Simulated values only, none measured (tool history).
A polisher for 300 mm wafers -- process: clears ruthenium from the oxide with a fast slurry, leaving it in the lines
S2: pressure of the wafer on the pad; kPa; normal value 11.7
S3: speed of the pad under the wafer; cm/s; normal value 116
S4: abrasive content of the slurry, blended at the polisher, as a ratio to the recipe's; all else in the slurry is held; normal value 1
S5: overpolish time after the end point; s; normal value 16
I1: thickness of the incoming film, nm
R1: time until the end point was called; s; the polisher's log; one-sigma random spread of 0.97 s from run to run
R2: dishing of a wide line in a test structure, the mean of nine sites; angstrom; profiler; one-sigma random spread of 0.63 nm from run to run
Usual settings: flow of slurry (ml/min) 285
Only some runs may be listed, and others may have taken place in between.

run 1 day=0 | flow_of_slurry_(ml/min)=285 S2=11.7 S3=116 S4=1 S5=16 | I1=249.1 | R1=92.2 R2=311
run 2 day=1.533 | flow_of_slurry_(ml/min)=285 S2=11.7 S3=116 S4=1 S5=16 | I1=250.7 | R1=93.8 R2=313
-- day=1.958 worn pad replaced by a new one
run 3 day=2.171 | flow_of_slurry_(ml/min)=285 S2=11.7 S3=116 S4=1 S5=16 | I1=252.6 | R1=93.1 R2=310
run 4 day=2.904 | flow_of_slurry_(ml/min)=285 S2=11.7 S3=116 S4=1 S5=16 | I1=251.2 | R1=94.8 R2=306
run 5 day=4.308 | flow_of_slurry_(ml/min)=230 S2=11.7 S3=116 S4=1 S5=16 | I1=248.2 | R1=97.3 R2=299
-- day=4.529 head pressure recalibrated
-- day=4.892 slurry nozzle cleaned
-- day=5.025 worn pad replaced by a new one, of another model than before
run 6 day=5.046 | flow_of_slurry_(ml/min)=230 S2=11.7 S3=116 S4=1 S5=16 | I1=253 | R1=87.7 R2=328
run 7 day=5.321 | flow_of_slurry_(ml/min)=230 S2=11.7 S3=116 S4=1 S5=16 | I1=247.5 | R1=86.1 R2=336
run 8 day=5.667 | flow_of_slurry_(ml/min)=285 S2=11.7 S3=116 S4=1 S5=16 | I1=248.3 | R1=86.6 R2=330
run 9 day=5.979 | flow_of_slurry_(ml/min)=285 S2=11.7 S3=116 S4=1 S5=16 | I1=253.9 | R1=88.7 R2=327
run 10 day=6.696 | flow_of_slurry_(ml/min)=285 S2=11.7 S3=116 S4=1 S5=16 | I1=249.2 | R1=87.3 R2=329
run 11 day=6.996 | flow_of_slurry_(ml/min)=285 S2=11.7 S3=116 S4=1 S5=16 | I1=248.3 | R1=86.8 R2=330
run 12 day=7.338 | flow_of_slurry_(ml/min)=285 S2=9.7 S3=116 S4=1 S5=12 | I1=246.7 | R1=99.3 R2=224
-- day=8.004 worn pad replaced by a new one
run 13 day=8.033 | flow_of_slurry_(ml/min)=335 S2=9.7 S3=116 S4=1 S5=16 | I1=251.7 | R1=100.3 R2=290
run 14 day=8.771 | flow_of_slurry_(ml/min)=250 S2=11.7 S3=116 S4=1 S5=24 | I1=252.6 | R1=90.2 R2=420
run 15 day=9.254 | flow_of_slurry_(ml/min)=285 S2=11.7 S3=116 S4=1 S5=16 | I1=246.3 | R1=87 R2=320
run 16 day=9.533 | flow_of_slurry_(ml/min)=285 S2=11.7 S3=106 S4=1 S5=23 | I1=250.9 | R1=90.3 R2=410
run 17 day=10.038 | flow_of_slurry_(ml/min)=285 S2=11.7 S3=116 S4=1 S5=16 | I1=247.7 | R1=87.9 R2=319
-- day=10.317 slurry blender recalibrated
run 18 day=10.404 | flow_of_slurry_(ml/min)=220 S2=11.7 S3=148 S4=0.9 S5=19 | I1=253.9 | R1=81.4 R2=395
-- day=10.638 worn pad replaced by a new one
run 19 day=10.654 | flow_of_slurry_(ml/min)=310 S2=9.7 S3=94 S4=0.8 S5=16 | I1=247.8 | R1=123.2 R2=253
run 20 day=11.042 | flow_of_slurry_(ml/min)=285 S2=11.7 S3=116 S4=0.75 S5=16 | I1=251.1 | R1=99.4 R2=295
run 21 day=11.55 | flow_of_slurry_(ml/min)=285 S2=11.7 S3=116 S4=1 S5=16 | I1=250.8 | R1=89.9 R2=327
run 22 day=12.242 | flow_of_slurry_(ml/min)=285 S2=11.7 S3=116 S4=1 S5=16 | I1=252 | R1=87.9 R2=314
run 23 day=12.754 | flow_of_slurry_(ml/min)=285 S2=15.2 S3=116 S4=0.75 S5=16 | I1=250.6 | R1=82.9 R2=346
run 24 day=13.4 | flow_of_slurry_(ml/min)=285 S2=11.7 S3=116 S4=1 S5=13 | I1=246.6 | R1=88 R2=274

Branching from run 24: 3 alternative next runs. What would each branch give?
run A day=13.417 | flow_of_slurry_(ml/min)=285 S2=11.7 S3=116 S4=1 S5=9 | I1=255.2 | R1=? R2=?
run B day=13.417 | flow_of_slurry_(ml/min)=190 S2=11.7 S3=76 S4=1 S5=19 | I1=255.2 | R1=? R2=?
run C day=13.417 | flow_of_slurry_(ml/min)=380 S2=11.7 S3=116 S4=1.25 S5=16 | I1=255.2 | R1=? R2=?

run=A R1=90.9 R2=202
run=B R1=115.2 R2=309
run=C R1=82.4 R2=350
The same runs, with their run-to-run variation unchanged, on a tool lacking any hidden condition would have given:
run=A R1=87.7 R2=208
run=B R1=111.1 R2=318
run=C R1=79.4 R2=360

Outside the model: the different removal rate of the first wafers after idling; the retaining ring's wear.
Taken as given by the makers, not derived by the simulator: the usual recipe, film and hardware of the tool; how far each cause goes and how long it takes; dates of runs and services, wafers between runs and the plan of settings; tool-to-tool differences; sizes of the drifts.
